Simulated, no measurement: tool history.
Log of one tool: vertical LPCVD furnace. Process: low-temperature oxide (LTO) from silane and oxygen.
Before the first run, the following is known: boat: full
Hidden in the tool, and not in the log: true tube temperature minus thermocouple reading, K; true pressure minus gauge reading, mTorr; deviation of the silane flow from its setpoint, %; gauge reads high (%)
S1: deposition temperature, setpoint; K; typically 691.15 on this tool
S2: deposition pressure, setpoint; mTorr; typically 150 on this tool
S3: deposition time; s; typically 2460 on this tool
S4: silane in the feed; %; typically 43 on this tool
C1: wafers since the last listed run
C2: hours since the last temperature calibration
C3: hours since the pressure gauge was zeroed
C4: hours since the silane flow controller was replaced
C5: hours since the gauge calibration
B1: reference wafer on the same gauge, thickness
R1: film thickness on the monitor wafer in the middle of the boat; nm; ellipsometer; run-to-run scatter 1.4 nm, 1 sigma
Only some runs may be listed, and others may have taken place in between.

run,day,S1,S2,S3,S4,C1,C2,C3,C4,C5,B1,R1
1,0,691.15,150,2460,43,0,736.7,552.2,3495.1,738.2,298.8,343.98
2,1.879,691.15,165,2460,43,667,781.8,597.3,3540.2,783.3,298.73,379
3,5.958,691.15,165,2460,43,1448,879.7,695.2,3638.1,881.2,299.25,378.46
4,9.912,691.15,165,2460,43,1403,974.6,790.1,3733,976.1,298.83,381.47
5,11.492,691.15,150,2460,43,560,1012.5,828,3770.9,1014,299.24,345.5
6,14.475,691.15,150,2460,43,1059,1084.1,899.6,3842.5,1085.6,299.05,346.78
7,18.333,691.15,150,2460,43,1369,1176.7,992.2,3935.1,1178.2,299.12,348.31
8,22.417,691.15,150,2460,43,1449,1274.7,1090.2,4033.1,1276.2,299.02,347.33
9,25.2,691.15,150,2460,43,988,1341.5,1157,4099.9,1343,298.86,349.25
10,28.154,691.15,150,2460,43,1048,1412.4,1227.9,4170.8,1413.9,299.09,349.2
# day 30.117: gauge calibrated
11,40.954,691.15,150,2460,43,4544,1719.6,1535.1,4478,260.1,298.76,354.51
# day 42: silane flow controller replaced
12,44.025,691.15,135,2460,43,735,1793.3,1608.8,48.6,333.8,298.91,317.67
13,52.658,691.15,135,2460,43,3065,2000.5,1816,255.8,541,299.03,317.9
14,55.071,691.15,135,2460,43,856,2058.4,1873.9,313.7,598.9,298.81,320.94
15,59.521,691.15,150,2460,43,1579,2165.2,1980.7,420.5,705.7,299.22,356.79
# day 62.329: pressure gauge zeroed
16,62.35,698.15,185,2460,43,649,2233.1,0.5,488.4,773.6,298.76,460.78
17,64.879,691.15,150,2460,50,897,2293.8,61.2,549.1,834.3,299.08,397.69
18,67.425,691.15,165,2460,43,903,2354.9,122.3,610.2,895.4,298.87,383.66
19,71.083,697.15,150,1860,43,1298,2442.7,210.1,698,983.2,299.04,279.13
# day 73.083: thermocouples replaced and temperature profile calibrated
20,75.538,688.15,180,1740,36,1226,58.9,317,804.9,1090.1,299.11,226.17
21,77.138,684.15,150,2760,50,568,97.3,355.4,843.3,1128.5,299.23,409.63
22,80.288,703.15,150,2460,38,1118,172.9,431,918.9,1204.1,298.97,334.03
23,83.671,691.15,165,2460,43,1201,254.1,512.2,1000.1,1285.3,299.13,373.31
24,87.1,691.15,160,2460,43,1217,336.4,594.5,1082.4,1367.6,299.09,361.72
25,91.258,686.15,185,2460,46,1476,436.2,694.3,1182.2,1467.4,299.04,428.73
# day 93.158: gauge calibrated
26,94.838,680.15,140,2460,43,1270,522.1,780.2,1268.1,40.3,298.87,284.2
27,96.579,691.15,150,2460,43,618,563.9,822,1309.9,82.1,298.77,341.95
28,99.596,681.15,170,2100,37,1070,636.3,894.4,1382.3,154.5,298.79,251.39

What if the next run were any one of these 3? Each begins from the tool's condition after run 28:
A,99.779,691.15,150,2460,43,65,640.7,898.8,1386.7,158.9,?,?
B,99.779,691.15,175,2760,43,65,640.7,898.8,1386.7,158.9,?,?
C,99.779,691.15,150,2160,43,65,640.7,898.8,1386.7,158.9,?,?

run,B1,R1
A,299.15,343.03
B,299.15,448.55
C,299.15,301.19
With no hidden state in the tool, these same runs would have given:
run,R1
A,333.02
B,435.9
C,292.4

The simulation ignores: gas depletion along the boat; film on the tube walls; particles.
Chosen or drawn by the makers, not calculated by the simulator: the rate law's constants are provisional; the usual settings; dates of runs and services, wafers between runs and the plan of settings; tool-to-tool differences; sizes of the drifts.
